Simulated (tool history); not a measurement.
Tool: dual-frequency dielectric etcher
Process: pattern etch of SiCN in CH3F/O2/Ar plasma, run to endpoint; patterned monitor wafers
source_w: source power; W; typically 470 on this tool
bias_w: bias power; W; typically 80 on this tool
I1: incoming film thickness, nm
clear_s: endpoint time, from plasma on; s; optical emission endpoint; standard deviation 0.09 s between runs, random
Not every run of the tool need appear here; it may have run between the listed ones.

{"run": 1, "day": 0.0, "source_w": 470, "bias_w": 65, "I1": 11.8, "clear_s": 33.9}
{"run": 2, "day": 0.292, "source_w": 470, "bias_w": 65, "I1": 11.57, "clear_s": 33.1}
{"run": 3, "day": 0.996, "source_w": 470, "bias_w": 80, "I1": 11.72, "clear_s": 30.8}
{"run": 4, "day": 1.662, "source_w": 510, "bias_w": 91, "I1": 11.89, "clear_s": 28.2}
{"run": 5, "day": 2.396, "source_w": 510, "bias_w": 91, "I1": 11.63, "clear_s": 27.6}
{"run": 6, "day": 3.05, "source_w": 510, "bias_w": 90, "I1": 11.62, "clear_s": 27.9}
{"run": 7, "day": 3.446, "source_w": 510, "bias_w": 90, "I1": 11.74, "clear_s": 28.2}
{"run": 8, "day": 4.117, "source_w": 510, "bias_w": 90, "I1": 11.71, "clear_s": 28.3}
{"day": 5.229, "done": "source power generator calibrated"}
{"day": 5.383, "done": "bias power generator calibrated"}
{"day": 5.675, "done": "wet clean of the chamber"}
{"run": 9, "day": 6.2, "source_w": 470, "bias_w": 71, "I1": 11.58, "clear_s": 31.4}
{"run": 10, "day": 6.496, "source_w": 470, "bias_w": 80, "I1": 11.61, "clear_s": 30.0}
{"run": 11, "day": 7.125, "source_w": 530, "bias_w": 94, "I1": 11.62, "clear_s": 26.2}
{"day": 8.312, "done": "upper electrode replaced"}
{"run": 12, "day": 8.333, "source_w": 530, "bias_w": 94, "I1": 11.49, "clear_s": 25.9}
{"run": 13, "day": 8.346, "source_w": 470, "bias_w": 80, "I1": 11.71, "clear_s": 30.3}
{"run": 14, "day": 8.521, "source_w": 470, "bias_w": 73, "I1": 11.77, "clear_s": 31.5}
{"run": 15, "day": 9.012, "source_w": 590, "bias_w": 73, "I1": 11.64, "clear_s": 27.6}
{"run": 16, "day": 9.462, "source_w": 470, "bias_w": 80, "I1": 11.71, "clear_s": 30.3}
{"run": 17, "day": 9.946, "source_w": 470, "bias_w": 71, "I1": 11.74, "clear_s": 32.0}
{"run": 18, "day": 10.45, "source_w": 550, "bias_w": 90, "I1": 11.63, "clear_s": 26.4}
{"run": 19, "day": 10.754, "source_w": 530, "bias_w": 99, "I1": 11.71, "clear_s": 26.0}
{"run": 20, "day": 11.446, "source_w": 500, "bias_w": 67, "I1": 11.65, "clear_s": 31.6}
{"run": 21, "day": 12.183, "source_w": 570, "bias_w": 65, "I1": 11.78, "clear_s": 30.0}
{"run": 22, "day": 12.45, "source_w": 570, "bias_w": 95, "I1": 11.7, "clear_s": 25.5}
{"run": 23, "day": 13.071, "source_w": 470, "bias_w": 80, "I1": 11.7, "clear_s": 30.6}
{"run": 24, "day": 13.942, "source_w": 560, "bias_w": 64, "I1": 11.71, "clear_s": 30.6}
{"run": 25, "day": 14.629, "source_w": 470, "bias_w": 80, "I1": 11.79, "clear_s": 30.8}
{"run": 26, "day": 14.942, "source_w": 570, "bias_w": 93, "I1": 11.64, "clear_s": 25.8}
{"run": 27, "day": 15.504, "source_w": 350, "bias_w": 69, "I1": 11.8, "clear_s": 39.6}
{"run": 28, "day": 16.167, "source_w": 400, "bias_w": 64, "I1": 11.61, "clear_s": 36.9}

3 ways to go on from here, each from the tool as it stands after run 28. What would each give?
{"run": "A", "day": 16.183, "source_w": 410, "bias_w": 80, "I1": 11.58, "clear_s": "?"}
{"run": "B", "day": 16.183, "source_w": 580, "bias_w": 62, "I1": 11.58, "clear_s": "?"}
{"run": "C", "day": 16.183, "source_w": 530, "bias_w": 90, "I1": 11.58, "clear_s": "?"}

run=A clear_s=32.8
run=B clear_s=30.2
run=C clear_s=27.0
Had the tool no hidden state, the same runs would have come out as:
run=A clear_s=32.3
run=B clear_s=29.7
run=C clear_s=26.6
